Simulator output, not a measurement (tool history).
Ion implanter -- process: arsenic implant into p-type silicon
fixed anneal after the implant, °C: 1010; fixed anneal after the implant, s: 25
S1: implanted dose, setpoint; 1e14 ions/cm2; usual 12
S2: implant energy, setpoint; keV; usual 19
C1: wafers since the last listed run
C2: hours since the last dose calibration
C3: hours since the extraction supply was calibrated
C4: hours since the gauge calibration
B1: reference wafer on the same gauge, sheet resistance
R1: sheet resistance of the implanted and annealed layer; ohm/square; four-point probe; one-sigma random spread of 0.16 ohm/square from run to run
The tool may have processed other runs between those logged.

run    hour     S1    S2    C1      C2      C3     C4      B1      R1
  1       0     12    19     0   966.7  4521.6    715  120.98  109.33
  2    27.4     12    19   414   994.1    4549  742.4  120.94   109.3
  3    66.6     12    19   593  1033.3  4588.2  781.6  121.01  109.52
  4    94.2     12    19   417  1060.9  4615.8  809.2     121  109.27
  5   124.1  10.52  15.5   452  1090.8  4645.7  839.1  120.97  121.32
  6   157.9  10.52  15.5   511  1124.6  4679.5  872.9  120.98  121.11
  7   222.1  10.52  15.5   972  1188.8  4743.7  937.1  120.95  121.05
  8   271.7     12    15   751  1238.4  4793.3  986.7  120.98  114.51
      286.7  -- gauge calibrated
  9   318.1     12    15   702  1284.8  4839.7   31.4     121  114.18
 10   345.5     12    15   414  1312.2  4867.1   58.8  121.03  114.56
 11   416.4     12    19  1073  1383.1    4938  129.7  121.01  109.13
      507.8  -- extraction supply calibrated
 12   601.2     12    19  2677  1567.9    93.4  314.5  121.01  109.17
 13   628.4     12    19   411  1595.1   120.6  341.7  120.98  109.05
 14   690.8     12    19   944  1657.5     183  404.1  120.98  109.03
 15   719.9     12    19   440  1686.6   212.1  433.2     121  108.88
 16   772.7  10.04  22.5   799  1739.4   264.9    486     121   115.5
 17   822.4  10.67    13   752  1789.1   314.6  535.7  121.01  122.95
 18   847.1  11.02  22.5   374  1813.8   339.3  560.4  120.99  109.36
 19   908.2   8.83    19   925  1874.9   400.4  621.5  121.02  128.32
 20   949.1  10.03    19   619  1915.8   441.3  662.4  121.01  119.21
 21   997.5     12  15.5   732  1964.2   489.7  710.8  121.03  113.15
 22  1034.9  10.21  24.5   566  2001.6   527.1  748.2  121.04  111.86
     1063.5  -- Faraday cup replaced and dose calibrated
 23  1080.7  15.39    17   572    17.2   572.9    794  120.97  102.29

Expected results for the next run?
 24  1130.4  13.03  15  752  66.9  622.6  843.7   ?   ?

Logged for run 24: B1 120.97, R1 110.94 ohm/square.
Were there no unlogged condition in the tool, this run, its random variation unchanged, would have produced R1 110.99 ohm/square.
